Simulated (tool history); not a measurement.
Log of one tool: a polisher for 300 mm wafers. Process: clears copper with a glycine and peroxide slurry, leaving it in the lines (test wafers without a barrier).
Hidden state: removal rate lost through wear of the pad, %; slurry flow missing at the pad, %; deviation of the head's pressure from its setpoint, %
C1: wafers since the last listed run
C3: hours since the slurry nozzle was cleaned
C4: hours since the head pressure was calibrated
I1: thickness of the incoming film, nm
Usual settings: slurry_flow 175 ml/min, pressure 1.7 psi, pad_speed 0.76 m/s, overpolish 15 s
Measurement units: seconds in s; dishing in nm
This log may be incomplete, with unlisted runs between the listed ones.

{"run": 1, "hour": 0.0, "slurry_flow": 175, "pressure": 1.7, "pad_speed": 0.82, "overpolish": 15, "C1": 0, "wafers polished on this pad": 782, "C3": 433.8, "C4": 769.8, "I1": 347.5, "seconds": 90.1, "dishing": 39.1}
{"run": 2, "hour": 20.3, "slurry_flow": 175, "pressure": 1.4, "pad_speed": 0.76, "overpolish": 22, "C1": 212, "wafers polished on this pad": 995, "C3": 454.1, "C4": 790.1, "I1": 340.3, "seconds": 106.8, "dishing": 45.6}
{"run": 3, "hour": 46.6, "slurry_flow": 175, "pressure": 1.4, "pad_speed": 0.76, "overpolish": 22, "C1": 275, "wafers polished on this pad": 1271, "C3": 480.4, "C4": 816.4, "I1": 343.1, "seconds": 105.6, "dishing": 45.3}
{"hour": 53.3, "done": "worn pad replaced by a new one"}
{"run": 4, "hour": 64.3, "slurry_flow": 175, "pressure": 1.9, "pad_speed": 0.76, "overpolish": 15, "C1": 143, "wafers polished on this pad": 115, "C3": 498.1, "C4": 834.1, "I1": 345.2, "seconds": 87.9, "dishing": 39.2}
{"run": 5, "hour": 87.1, "slurry_flow": 175, "pressure": 1.9, "pad_speed": 0.76, "overpolish": 15, "C1": 239, "wafers polished on this pad": 354, "C3": 520.9, "C4": 856.9, "I1": 343.3, "seconds": 87.6, "dishing": 41.1}
{"run": 6, "hour": 100.5, "slurry_flow": 175, "pressure": 1.7, "pad_speed": 0.76, "overpolish": 15, "C1": 140, "wafers polished on this pad": 494, "C3": 534.3, "C4": 870.3, "I1": 346.5, "seconds": 96.6, "dishing": 37.0}
{"run": 7, "hour": 120.0, "slurry_flow": 175, "pressure": 1.7, "pad_speed": 0.76, "overpolish": 15, "C1": 204, "wafers polished on this pad": 699, "C3": 553.8, "C4": 889.8, "I1": 349.4, "seconds": 95.4, "dishing": 36.6}
{"run": 8, "hour": 132.6, "slurry_flow": 175, "pressure": 1.7, "pad_speed": 0.76, "overpolish": 15, "C1": 132, "wafers polished on this pad": 831, "C3": 566.4, "C4": 902.4, "I1": 343.0, "seconds": 94.4, "dishing": 37.0}
{"run": 9, "hour": 155.8, "slurry_flow": 175, "pressure": 1.7, "pad_speed": 0.76, "overpolish": 15, "C1": 243, "wafers polished on this pad": 1074, "C3": 589.6, "C4": 925.6, "I1": 346.9, "seconds": 94.4, "dishing": 37.0}
{"run": 10, "hour": 190.4, "slurry_flow": 175, "pressure": 1.7, "pad_speed": 0.76, "overpolish": 15, "C1": 362, "wafers polished on this pad": 1437, "C3": 624.2, "C4": 960.2, "I1": 347.9, "seconds": 95.8, "dishing": 38.4}
{"hour": 210.0, "done": "worn pad replaced by a new one"}
{"run": 11, "hour": 216.6, "slurry_flow": 175, "pressure": 1.7, "pad_speed": 0.76, "overpolish": 15, "C1": 232, "wafers polished on this pad": 69, "C3": 650.4, "C4": 986.4, "I1": 345.2, "seconds": 94.0, "dishing": 37.3}
{"run": 12, "hour": 249.9, "slurry_flow": 175, "pressure": 2.0, "pad_speed": 0.76, "overpolish": 15, "C1": 349, "wafers polished on this pad": 418, "C3": 683.7, "C4": 1019.7, "I1": 344.5, "seconds": 83.6, "dishing": 42.1}
{"hour": 276.3, "done": "head pressure recalibrated"}
{"run": 13, "hour": 282.7, "slurry_flow": 175, "pressure": 1.7, "pad_speed": 0.76, "overpolish": 15, "C1": 323, "wafers polished on this pad": 741, "C3": 716.5, "C4": 6.4, "I1": 338.9, "seconds": 96.7, "dishing": 35.9}
{"run": 14, "hour": 300.4, "slurry_flow": 175, "pressure": 1.7, "pad_speed": 0.76, "overpolish": 15, "C1": 185, "wafers polished on this pad": 926, "C3": 734.2, "C4": 24.1, "I1": 345.8, "seconds": 100.8, "dishing": 35.7}
{"run": 15, "hour": 316.4, "slurry_flow": 175, "pressure": 1.7, "pad_speed": 0.76, "overpolish": 15, "C1": 167, "wafers polished on this pad": 1094, "C3": 750.2, "C4": 40.1, "I1": 347.8, "seconds": 100.2, "dishing": 35.7}
{"hour": 333.4, "done": "worn pad replaced by a new one, of another model than before"}
{"run": 16, "hour": 335.4, "slurry_flow": 230, "pressure": 1.3, "pad_speed": 0.76, "overpolish": 21, "C1": 157, "wafers polished on this pad": 21, "C3": 769.2, "C4": 59.1, "I1": 343.8, "seconds": 105.1, "dishing": 46.7}

Run 17, settings as shown, results not yet in. Your forecast:
{"run": 17, "hour": 352.5, "slurry_flow": 215, "pressure": 1.5, "pad_speed": 0.52, "overpolish": 9, "C1": 179, "wafers polished on this pad": 200, "C3": 786.3, "C4": 76.2, "I1": 341.4, "seconds": "?", "dishing": "?"}

For run 17 the tool returned seconds 119.0 s, dishing 18.6 nm.
Were there no unlogged condition in the tool, this run, its random variation unchanged, would have produced seconds 120.2 s, dishing 18.5 nm.
